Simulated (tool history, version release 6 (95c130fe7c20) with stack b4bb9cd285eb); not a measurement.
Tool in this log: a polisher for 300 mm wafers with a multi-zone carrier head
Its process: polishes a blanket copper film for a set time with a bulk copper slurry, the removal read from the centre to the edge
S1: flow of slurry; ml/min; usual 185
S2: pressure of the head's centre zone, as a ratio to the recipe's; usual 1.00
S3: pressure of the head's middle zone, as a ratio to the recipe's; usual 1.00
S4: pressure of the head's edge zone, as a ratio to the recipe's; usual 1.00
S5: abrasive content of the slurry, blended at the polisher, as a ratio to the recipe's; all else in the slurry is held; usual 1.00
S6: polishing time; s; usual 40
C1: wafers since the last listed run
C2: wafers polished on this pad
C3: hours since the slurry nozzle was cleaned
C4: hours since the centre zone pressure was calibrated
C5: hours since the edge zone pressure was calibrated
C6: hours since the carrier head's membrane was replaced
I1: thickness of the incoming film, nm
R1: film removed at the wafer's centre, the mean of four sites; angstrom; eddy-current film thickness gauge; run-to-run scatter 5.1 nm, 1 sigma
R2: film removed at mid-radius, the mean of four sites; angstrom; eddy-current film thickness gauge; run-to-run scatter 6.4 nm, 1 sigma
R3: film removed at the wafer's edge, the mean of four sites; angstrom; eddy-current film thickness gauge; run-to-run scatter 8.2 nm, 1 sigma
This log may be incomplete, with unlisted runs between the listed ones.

run	hour	S1	S2	S3	S4	S5	S6	C1	C2	C3	C4	C5	C6	I1	R1	R2	R3
1	0.0	185	1.00	1.00	1.00	1.00	40	0	397	155.6	1035.4	382.5	281.7	2775.8	5375	5669	5710
2	23.7	185	1.00	1.00	1.00	1.00	40	312	710	179.3	1059.1	406.2	305.4	2815.1	5421	5673	5595
3	45.1	185	1.00	1.05	1.00	1.00	40	282	992	200.7	1080.5	427.6	326.8	2768.6	5383	5897	5739
4	64.8	185	1.00	1.05	1.00	1.00	40	259	1252	220.4	1100.2	447.3	346.5	2771.3	5378	5631	5659
# hour 70.2: worn pad replaced by a new one
5	87.2	185	1.00	1.00	1.00	1.00	40	242	224	242.8	1122.6	469.7	368.9	2770.6	5342	5498	5668
6	121.1	185	1.00	1.00	1.00	1.00	40	447	671	276.7	1156.5	503.6	402.8	2746.8	5398	5697	5573
7	150.4	185	1.00	1.00	1.00	1.00	40	386	1058	306.0	1185.8	532.9	432.1	2791.1	5419	5617	5660
# hour 172.8: worn pad replaced by a new one
8	173.3	185	1.00	1.00	1.00	1.00	40	249	6	328.9	1208.7	555.8	455.0	2787.4	5477	5592	5687
9	183.4	185	0.93	1.00	1.00	1.00	40	133	139	339.0	1218.8	565.9	465.1	2818.3	5073	5622	5600
# hour 191.8: centre zone pressure recalibrated
10	198.1	185	0.93	1.00	1.00	1.00	40	167	306	353.7	6.3	580.6	479.8	2814.9	4974	5639	5534
# hour 221.2: edge zone pressure recalibrated
# hour 226.4: carrier head's membrane replaced by a new one
# hour 226.8: slurry nozzle cleaned
11	227.4	185	1.00	1.00	1.00	1.00	40	288	595	0.6	35.6	6.2	1.0	2739.3	5434	5542	5604
12	257.0	185	1.00	1.00	0.89	1.15	40	390	986	30.2	65.2	35.8	30.6	2818.8	5570	5840	5617
# hour 270.1: worn pad replaced by a new one
13	289.4	185	1.00	1.00	1.00	1.00	40	374	254	62.6	97.6	68.2	63.0	2747.5	5446	5686	5761
14	312.2	185	1.00	1.05	1.03	1.30	50	300	554	85.4	120.4	91.0	85.8	2744.6	7161	7754	7942
15	344.9	185	1.10	0.96	1.10	1.30	40	431	986	118.1	153.1	123.7	118.5	2757.0	6379	5819	6554
16	358.6	185	1.00	1.00	1.00	1.00	40	180	1167	131.8	166.8	137.4	132.2	2755.4	5366	5711	5716
# hour 378.1: worn pad replaced by a new one
17	380.6	185	1.00	1.00	0.89	1.00	40	237	33	153.8	188.8	159.4	154.2	2794.4	5463	5621	5303
18	414.0	185	1.00	1.11	1.00	1.00	40	440	473	187.2	222.2	192.8	187.6	2743.3	5382	6078	5537
19	429.0	185	1.11	1.00	1.00	1.00	36	197	671	202.2	237.2	207.8	202.6	2811.1	5379	5097	5248
20	458.6	155	1.00	0.93	1.00	0.75	40	390	1062	231.8	266.8	237.4	232.2	2832.0	4868	4905	5196
# hour 482.8: worn pad replaced by a new one
21	483.3	185	1.00	1.07	1.00	1.00	47	273	6	256.5	291.5	262.1	256.9	2815.4	6334	6800	6791
22	505.4	185	1.10	1.00	1.00	1.00	40	291	297	278.6	313.6	284.2	279.0	2733.5	5980	5620	5784

What if the next run were any one of these 3? Each begins from the tool's condition after run 22:
A	505.8	185	1.04	1.00	1.00	1.00	40	5	303	279.0	314.0	284.6	279.4	2789.8	?	?	?
B	505.8	185	0.92	1.00	1.00	0.90	27	5	303	279.0	314.0	284.6	279.4	2789.8	?	?	?
C	505.8	245	0.89	1.00	1.00	1.10	40	5	303	279.0	314.0	284.6	279.4	2789.8	?	?	?

run	R1	R2	R3
A	5520	5671	5703
B	3199	3721	3740
C	5031	6028	6003
The same runs, with their run-to-run variation unchanged, on a tool lacking any hidden condition would have given:
run	R1	R2	R3
A	5520	5671	5703
B	3199	3721	3740
C	5031	6028	6003

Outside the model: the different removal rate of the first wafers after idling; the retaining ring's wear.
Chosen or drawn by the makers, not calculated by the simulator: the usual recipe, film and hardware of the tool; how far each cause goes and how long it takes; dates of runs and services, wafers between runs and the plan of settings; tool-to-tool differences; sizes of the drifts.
